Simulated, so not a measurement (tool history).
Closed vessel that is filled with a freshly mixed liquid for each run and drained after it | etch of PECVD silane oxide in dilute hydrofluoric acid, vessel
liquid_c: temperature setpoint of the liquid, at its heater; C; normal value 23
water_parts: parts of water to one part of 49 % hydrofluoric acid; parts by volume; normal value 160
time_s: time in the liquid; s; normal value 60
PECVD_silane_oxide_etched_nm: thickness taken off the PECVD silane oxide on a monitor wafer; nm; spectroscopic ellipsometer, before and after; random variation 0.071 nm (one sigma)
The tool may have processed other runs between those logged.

run,day,liquid_c,water_parts,time_s,"read-back film thickness of the PECVD silane oxide reference wafer, read on the same gauge (nm)",PECVD_silane_oxide_etched_nm
1,0,23,160,80,99.99,20.1
2,2.792,23,160,80,100.03,20.38
3,5.033,23,160,80,99.95,20.47
4,13.558,23,160,60,100,15.5
5,15.221,23,160,60,100,15.55
6,17.238,23,160,60,99.97,15.5
7,25.321,23,160,60,99.96,15.52
8,28.025,23,160,60,99.95,15.84
# day 29.517: hydrofluoric acid flow meter replaced
9,29.638,23,160,70,99.96,17.29
10,30.833,23,160,70,100.06,17.21
11,32.779,23,160,70,100.04,17.31
12,34.15,23,180,35,99.98,7.56
13,35.954,23,180,35,99.99,7.61
14,37.35,23,160,60,100.03,14.81
15,39.938,23,160,60,99.99,15.05
# day 41.017: gauge calibrated
16,42.358,23,160,60,100.04,15.02
17,44.292,25,160,80,99.97,21.75
18,45.921,26,160,70,100,19.8
19,47.617,23,140,40,99.94,11.71
20,49.533,23,160,60,100,15.24
21,51.175,28,225,60,100.02,12.14
22,54.012,23,160,85,100,21.84
# day 55.704: thermometer replaced
23,55.725,23,160,35,100.01,8.95
24,56.979,18.5,160,60,99.99,12.79
25,58.512,23,160,60,99.98,15.37
26,60.229,23,160,60,100,15.48
27,62.675,23,160,60,100.02,15.49
28,65.079,23,135,95,99.97,29.81
29,66.208,23,80,45,99.99,25.7
30,68.321,23,160,90,100.04,23.61
31,70.988,20.5,185,35,100.01,7.03
32,72.179,23,135,60,100.02,18.99
33,74.554,18.5,95,35,100,13.85

What was the tool's hidden state at every run in the log?
liquid hotter than its thermometer reads (K): 0, the same for each run
gauge reads high (%): 0, the same for each run
H1: hydrofluoric acid flow above the setpoint (%)
run,H1
1,2.43
2,2.76
3,3.02
4,4.01
5,4.21
6,4.44
7,5.39
8,5.7
9,0.185
10,0.324
11,0.551
12,0.711
13,0.921
14,1.08
15,1.39
16,1.67
17,1.89
18,2.08
19,2.28
20,2.5
21,2.7
22,3.03
23,3.23
24,3.37
25,3.55
26,3.75
27,4.04
28,4.32
29,4.45
30,4.69
31,5.01
32,5.14
33,5.42

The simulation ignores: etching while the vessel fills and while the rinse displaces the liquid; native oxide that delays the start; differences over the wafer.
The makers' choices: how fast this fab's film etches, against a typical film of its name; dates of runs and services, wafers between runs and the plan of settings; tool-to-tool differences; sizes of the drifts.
